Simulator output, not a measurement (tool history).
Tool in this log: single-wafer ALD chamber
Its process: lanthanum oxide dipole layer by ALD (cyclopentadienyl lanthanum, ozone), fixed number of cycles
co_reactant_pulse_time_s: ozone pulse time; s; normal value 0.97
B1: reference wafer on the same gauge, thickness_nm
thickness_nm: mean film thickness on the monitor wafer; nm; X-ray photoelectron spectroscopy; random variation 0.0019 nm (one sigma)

run 1 day=0 | co_reactant_pulse_time_s=0.74 | B1=0.41 | thickness_nm=0.44
run 2 day=0.871 | co_reactant_pulse_time_s=0.74 | B1=0.41 | thickness_nm=0.439
run 3 day=1.762 | co_reactant_pulse_time_s=0.74 | B1=0.41 | thickness_nm=0.438
run 4 day=2.992 | co_reactant_pulse_time_s=1.11 | B1=0.41 | thickness_nm=0.504
run 5 day=4.371 | co_reactant_pulse_time_s=1.11 | B1=0.41 | thickness_nm=0.503
run 6 day=5.612 | co_reactant_pulse_time_s=1.11 | B1=0.41 | thickness_nm=0.501
run 7 day=7.079 | co_reactant_pulse_time_s=0.97 | B1=0.41 | thickness_nm=0.481
run 8 day=8.542 | co_reactant_pulse_time_s=0.97 | B1=0.41 | thickness_nm=0.478
run 9 day=9.988 | co_reactant_pulse_time_s=1.17 | B1=0.41 | thickness_nm=0.506
-- day=10.479 ozone generator serviced
run 10 day=10.821 | co_reactant_pulse_time_s=1.17 | B1=0.41 | thickness_nm=0.485
run 11 day=11.775 | co_reactant_pulse_time_s=1.18 | B1=0.41 | thickness_nm=0.484
run 12 day=13.079 | co_reactant_pulse_time_s=1.18 | B1=0.41 | thickness_nm=0.483
-- day=13.554 thermocouple changed; heater temperature recalibrated
-- day=14.696 ozone generator serviced, repeated, since the last time left the tool worse
run 13 day=14.717 | co_reactant_pulse_time_s=0.97 | B1=0.41 | thickness_nm=0.5
run 14 day=15.321 | co_reactant_pulse_time_s=0.97 | B1=0.409 | thickness_nm=0.498
run 15 day=16.333 | co_reactant_pulse_time_s=0.84 | B1=0.41 | thickness_nm=0.477
run 16 day=16.971 | co_reactant_pulse_time_s=0.84 | B1=0.41 | thickness_nm=0.471
run 17 day=18.412 | co_reactant_pulse_time_s=1.22 | B1=0.41 | thickness_nm=0.524
run 18 day=19.6 | co_reactant_pulse_time_s=0.72 | B1=0.41 | thickness_nm=0.442
run 19 day=20.633 | co_reactant_pulse_time_s=0.97 | B1=0.41 | thickness_nm=0.487
run 20 day=21.15 | co_reactant_pulse_time_s=0.76 | B1=0.41 | thickness_nm=0.447
run 21 day=21.829 | co_reactant_pulse_time_s=1.23 | B1=0.41 | thickness_nm=0.518
-- day=23.017 gauge calibrated
-- day=23.858 showerhead replaced
run 22 day=24.842 | co_reactant_pulse_time_s=0.97 | B1=0.41 | thickness_nm=0.487
run 23 day=25.575 | co_reactant_pulse_time_s=0.65 | B1=0.41 | thickness_nm=0.415
run 24 day=26.3 | co_reactant_pulse_time_s=0.6 | B1=0.41 | thickness_nm=0.403
run 25 day=27.704 | co_reactant_pulse_time_s=0.97 | B1=0.41 | thickness_nm=0.48
run 26 day=28.633 | co_reactant_pulse_time_s=0.97 | B1=0.41 | thickness_nm=0.479
run 27 day=29.858 | co_reactant_pulse_time_s=1.16 | B1=0.41 | thickness_nm=0.506
run 28 day=30.633 | co_reactant_pulse_time_s=0.73 | B1=0.41 | thickness_nm=0.431
run 29 day=31.521 | co_reactant_pulse_time_s=0.97 | B1=0.41 | thickness_nm=0.477
run 30 day=32.654 | co_reactant_pulse_time_s=0.63 | B1=0.41 | thickness_nm=0.407
run 31 day=33.192 | co_reactant_pulse_time_s=1.28 | B1=0.41 | thickness_nm=0.519
run 32 day=34.008 | co_reactant_pulse_time_s=0.69 | B1=0.41 | thickness_nm=0.423

Below are 5 alternative next runs, each starting from the tool's condition after run 32. Predict each:
run A day=34.025 | co_reactant_pulse_time_s=0.97 | B1=? | thickness_nm=?
run B day=34.025 | co_reactant_pulse_time_s=1.3 | B1=? | thickness_nm=?
run C day=34.025 | co_reactant_pulse_time_s=0.7 | B1=? | thickness_nm=?
run D day=34.025 | co_reactant_pulse_time_s=1.32 | B1=? | thickness_nm=?
run E day=34.025 | co_reactant_pulse_time_s=0.66 | B1=? | thickness_nm=?

run=A B1=0.41 thickness_nm=0.48
run=B B1=0.41 thickness_nm=0.523
run=C B1=0.41 thickness_nm=0.425
run=D B1=0.41 thickness_nm=0.525
run=E B1=0.41 thickness_nm=0.415
Stripped of hidden state, with their random variation kept, the same runs would have yielded:
run=A thickness_nm=0.502
run=B thickness_nm=0.54
run=C thickness_nm=0.451
run=D thickness_nm=0.541
run=E thickness_nm=0.441

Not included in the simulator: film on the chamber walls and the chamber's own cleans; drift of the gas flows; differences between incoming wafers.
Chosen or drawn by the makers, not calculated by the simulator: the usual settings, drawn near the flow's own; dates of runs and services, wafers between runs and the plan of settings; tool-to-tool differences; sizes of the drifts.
